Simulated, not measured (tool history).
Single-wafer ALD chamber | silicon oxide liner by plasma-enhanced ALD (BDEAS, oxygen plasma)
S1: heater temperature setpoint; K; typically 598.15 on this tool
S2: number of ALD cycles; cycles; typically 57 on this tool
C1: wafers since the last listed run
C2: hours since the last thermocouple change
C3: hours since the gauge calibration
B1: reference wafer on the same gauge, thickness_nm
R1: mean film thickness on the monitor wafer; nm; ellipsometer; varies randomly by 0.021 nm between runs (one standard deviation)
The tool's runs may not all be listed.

Run 1, hour 0.0: usual settings; C1 0; C2 1188.8; C3 535.3; B1 5.457. Result: R1 5.178 nm.
Run 2, hour 35.6: usual settings; C1 220; C2 1224.4; C3 570.9; B1 5.442. Result: R1 5.138 nm.
Run 3, hour 51.8: usual settings; C1 100; C2 1240.6; C3 587.1; B1 5.447. Result: R1 5.141 nm.
Run 4, hour 69.9: usual settings; C1 112; C2 1258.7; C3 605.2; B1 5.446. Result: R1 5.140 nm.
Run 5, hour 153.0: usual settings; C1 515; C2 1341.8; C3 688.3; B1 5.428. Result: R1 5.099 nm.
Run 6, hour 166.6: usual settings; C1 84; C2 1355.4; C3 701.9; B1 5.417. Result: R1 5.118 nm.
Run 7, hour 196.6: usual settings but S2 50 cycles; C1 185; C2 1385.4; C3 731.9; B1 5.407. Result: R1 4.489 nm.
Run 8, hour 224.3: usual settings but S2 50 cycles; C1 171; C2 1413.1; C3 759.6; B1 5.409. Result: R1 4.484 nm.
Run 9, hour 255.1: usual settings but S2 50 cycles; C1 190; C2 1443.9; C3 790.4; B1 5.404. Result: R1 4.494 nm.
Run 10, hour 290.7: usual settings but S1 609.15 K; C1 220; C2 1479.5; C3 826.0; B1 5.390. Result: R1 5.062 nm.
Run 11, hour 321.9: usual settings but S1 609.15 K; C1 193; C2 1510.7; C3 857.2; B1 5.385. Result: R1 5.013 nm.
At hour 386.1: gauge calibrated.
Run 12, hour 388.1: usual settings; C1 410; C2 1576.9; C3 2.0; B1 5.507. Result: R1 5.248 nm.
Run 13, hour 409.3: usual settings but S2 61 cycles; C1 131; C2 1598.1; C3 23.2; B1 5.507. Result: R1 5.544 nm.
Run 14, hour 445.1: usual settings but S2 61 cycles; C1 221; C2 1633.9; C3 59.0; B1 5.509. Result: R1 5.537 nm.
Run 15, hour 466.7: usual settings but S2 50 cycles; C1 133; C2 1655.5; C3 80.6; B1 5.501. Result: R1 4.577 nm.
Run 16, hour 480.0: usual settings; C1 82; C2 1668.8; C3 93.9; B1 5.491. Result: R1 5.206 nm.
Run 17, hour 504.2: usual settings but S1 606.15 K; C1 150; C2 1693.0; C3 118.1; B1 5.505. Result: R1 5.111 nm.
Run 18, hour 537.8: usual settings; C1 208; C2 1726.6; C3 151.7; B1 5.501. Result: R1 5.174 nm.

Run 19 is up next; what results do you expect?
Run 19, hour 559.3: usual settings but S2 46 cycles; C1 133; C2 1748.1; C3 173.2; B1 ?. Result: R1 ?.

For run 19 the tool returned B1 5.489, R1 4.206 nm.
On a tool with no hidden condition, and with the same random variation, this run would have come out at R1 4.192 nm.

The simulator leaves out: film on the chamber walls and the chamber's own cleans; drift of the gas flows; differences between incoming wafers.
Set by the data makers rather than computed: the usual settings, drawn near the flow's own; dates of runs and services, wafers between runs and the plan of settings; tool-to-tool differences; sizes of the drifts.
